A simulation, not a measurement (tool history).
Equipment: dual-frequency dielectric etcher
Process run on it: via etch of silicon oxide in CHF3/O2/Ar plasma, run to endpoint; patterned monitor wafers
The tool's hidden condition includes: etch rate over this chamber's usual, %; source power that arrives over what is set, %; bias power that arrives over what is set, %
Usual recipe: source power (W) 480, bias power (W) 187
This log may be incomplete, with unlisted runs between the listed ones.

run     day  source power (W)  bias power (W)  wafers since the last listed run  hours since the last wet clean  hours since the last source power generator calibration  hours since the last bias power generator calibration  hours since the last upper electrode change  incoming incoming film thickness, nm  endpoint time (s)
  1   0.000               430             187                                 0                           201.1                                                   3930.6                                                 2553.7                                       2273.8                                 756.9              379.1
  2   1.362               480             187                               189                           233.8                                                   3963.3                                                 2586.4                                       2306.5                                 764.0              356.2
  3   2.725               480             187                               189                           266.5                                                   3996.0                                                 2619.1                                       2339.2                                 767.3              355.5
  4   3.383               480             187                                91                           282.3                                                   4011.8                                                 2634.9                                       2355.0                                 758.9              353.6
  5   4.212               390             187                               115                           302.2                                                   4031.7                                                 2654.8                                       2374.9                                 766.0              407.3
  6   5.308               390             187                               152                           328.5                                                   4058.0                                                 2681.1                                       2401.2                                 764.8              406.0
  7   6.033               480             187                               100                           345.9                                                   4075.4                                                 2698.5                                       2418.6                                 763.2              353.4
      7.625  -- wet clean of the chamber
  8   7.646               480             187                                85                             0.5                                                   4114.1                                                 2737.2                                       2457.3                                 762.0              361.4
  9   8.792               530             187                               159                            28.0                                                   4141.6                                                 2764.7                                       2484.8                                 752.3              334.9
 10  10.083               430             152                               179                            59.0                                                   4172.6                                                 2795.7                                       2515.8                                 755.5              414.4
     10.958  -- bias power generator calibrated
 11  11.392               540             214                               158                            90.4                                                   4204.0                                                   10.4                                       2547.2                                 755.8              315.2
     11.638  -- source power generator calibrated
 12  12.171               480             199                                85                           109.1                                                     12.8                                                   29.1                                       2565.9                                 760.3              349.0
 13  13.175               480             187                               139                           133.2                                                     36.9                                                   53.2                                       2590.0                                 755.4              354.1
     15.212  -- upper electrode replaced
 14  15.233               410             174                               147                           182.6                                                     86.3                                                  102.6                                          0.5                                 758.8              403.0
 15  15.625               480             187                                54                           192.0                                                     95.7                                                  112.0                                          9.9                                 762.8              354.9
 16  16.983               480             187                               188                           224.6                                                    128.3                                                  144.6                                         42.5                                 766.1              356.3
 17  17.975               430             140                               137                           248.4                                                    152.1                                                  168.4                                         66.3                                 763.1              425.5
 18  19.029               480             157                               146                           273.7                                                    177.4                                                  193.7                                         91.6                                 767.8              377.1

Alternative continuations, all from the tool just after run 18; predict every row:
  A  19.050               480             187                                 2                           274.2                                                    177.9                                                  194.2                                         92.1                                 755.6                  ?
  B  19.050               550             151                                 2                           274.2                                                    177.9                                                  194.2                                         92.1                                 755.6                  ?
  C  19.050               480             232                                 2                           274.2                                                    177.9                                                  194.2                                         92.1                                 755.6                  ?
  D  19.050               540             201                                 2                           274.2                                                    177.9                                                  194.2                                         92.1                                 755.6                  ?

run  endpoint time (s)
  A              348.5
  B              347.8
  C              321.1
  D              316.5
With no hidden state in the tool, these same runs would have given:
run  endpoint time (s)
  A              357.1
  B              356.4
  C              329.1
  D              324.4
